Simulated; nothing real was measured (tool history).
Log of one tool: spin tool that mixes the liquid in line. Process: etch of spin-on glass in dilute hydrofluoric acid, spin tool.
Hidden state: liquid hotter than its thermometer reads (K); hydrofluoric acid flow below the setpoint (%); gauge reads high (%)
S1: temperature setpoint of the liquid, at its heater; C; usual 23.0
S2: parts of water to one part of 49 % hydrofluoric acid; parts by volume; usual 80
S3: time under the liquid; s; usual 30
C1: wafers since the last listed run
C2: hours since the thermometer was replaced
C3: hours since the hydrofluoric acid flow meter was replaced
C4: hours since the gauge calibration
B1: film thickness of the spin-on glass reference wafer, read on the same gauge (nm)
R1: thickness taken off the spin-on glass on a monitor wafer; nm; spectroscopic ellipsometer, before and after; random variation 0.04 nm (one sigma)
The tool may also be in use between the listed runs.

run     day    S1   S2  S3   C1      C2      C3     C4     B1     R1
  1   0.000  23.0   80  45    0   907.8  1389.5  372.7  90.01  15.09
  2   1.071  23.0   80  45  507   933.5  1415.2  398.4  89.99  15.28
  3   2.546  23.0   80  30  699   968.9  1450.6  433.8  90.00  10.20
  4   3.367  23.0   80  30  389   988.6  1470.3  453.5  90.01  10.18
  5   4.742  23.0   80  30  651  1021.6  1503.3  486.5  90.00  10.09
  6   5.396  23.0   80  30  310  1037.3  1519.0  502.2  90.00  10.14
  7   6.862  23.0   80  30  695  1072.5  1554.2  537.4  90.03  10.16
  8   7.808  23.0   80  30  448  1095.2  1576.9  560.1  90.00  10.26
  9   8.500  23.0   80  30  327  1111.8  1593.5  576.7  89.99  10.15
 10   9.092  23.0   80  30  280  1126.0  1607.7  590.9  89.99  10.19
      9.421  -- gauge calibrated
 11  10.558  23.0   80  30  695  1161.2  1642.9   27.3  89.98  10.25
 12  11.792  23.0   80  30  584  1190.8  1672.5   56.9  90.01  10.22
 13  12.675  23.0   80  30  418  1212.0  1693.7   78.1  90.00  10.16
 14  14.154  23.0   80  30  701  1247.5  1729.2  113.6  89.99  10.28
 15  15.438  25.5  115  35  608  1278.3  1760.0  144.4  90.01   8.81
 16  16.867  21.5   60  20  677  1312.6  1794.3  178.7  89.98   8.79
 17  17.967  19.0   40  50  521  1339.0  1820.7  205.1  89.99  30.39
 18  18.729  18.0   70  45  361  1357.3  1839.0  223.4  90.00  14.38
 19  20.162  20.0   80  30  679  1391.7  1873.4  257.8  90.00   9.07
 20  20.921  23.0   80  30  359  1409.9  1891.6  276.0  89.99  10.19
 21  21.858  26.5   80  30  444  1432.4  1914.1  298.5  89.99  11.79
     21.912  -- hydrofluoric acid flow meter replaced
     22.158  -- thermometer replaced
 22  23.229  25.0   55  20  610    25.7    31.6  331.4  90.00  10.62
 23  23.912  23.0   80  25  323    42.1    48.0  347.8  89.96   8.08
 24  24.775  19.5  120  30  408    62.8    68.7  368.5  90.00   5.40
 25  25.879  23.0   45  40  523    89.3    95.2  395.0  90.01  24.22
 26  26.679  27.0  100  15  379   108.5   114.4  414.2  89.99   4.47
 27  27.254  20.5   80  50  272   122.3   128.2  428.0  89.99  14.67
 28  28.258  23.0   80  30  476   146.4   152.3  452.1  90.02   9.81

Forecast each of these 5 alternatives for the next run:
  A  28.275  23.0   80  30   7  146.8  152.7  452.5   ?   ?
  B  28.275  27.0   55  45   7  146.8  152.7  452.5   ?   ?
  C  28.275  25.5   50  45   7  146.8  152.7  452.5   ?   ?
  D  28.275  19.5  115  30   7  146.8  152.7  452.5   ?   ?
  E  28.275  23.0   80  20   7  146.8  152.7  452.5   ?   ?

run     B1     R1
  A  90.00   9.81
  B  90.00  25.98
  C  90.00  27.09
  D  90.00   5.68
  E  90.00   6.54
Without the tool's hidden state the same runs would have given:
run     R1
  A   9.75
  B  25.84
  C  26.94
  D   5.65
  E   6.50

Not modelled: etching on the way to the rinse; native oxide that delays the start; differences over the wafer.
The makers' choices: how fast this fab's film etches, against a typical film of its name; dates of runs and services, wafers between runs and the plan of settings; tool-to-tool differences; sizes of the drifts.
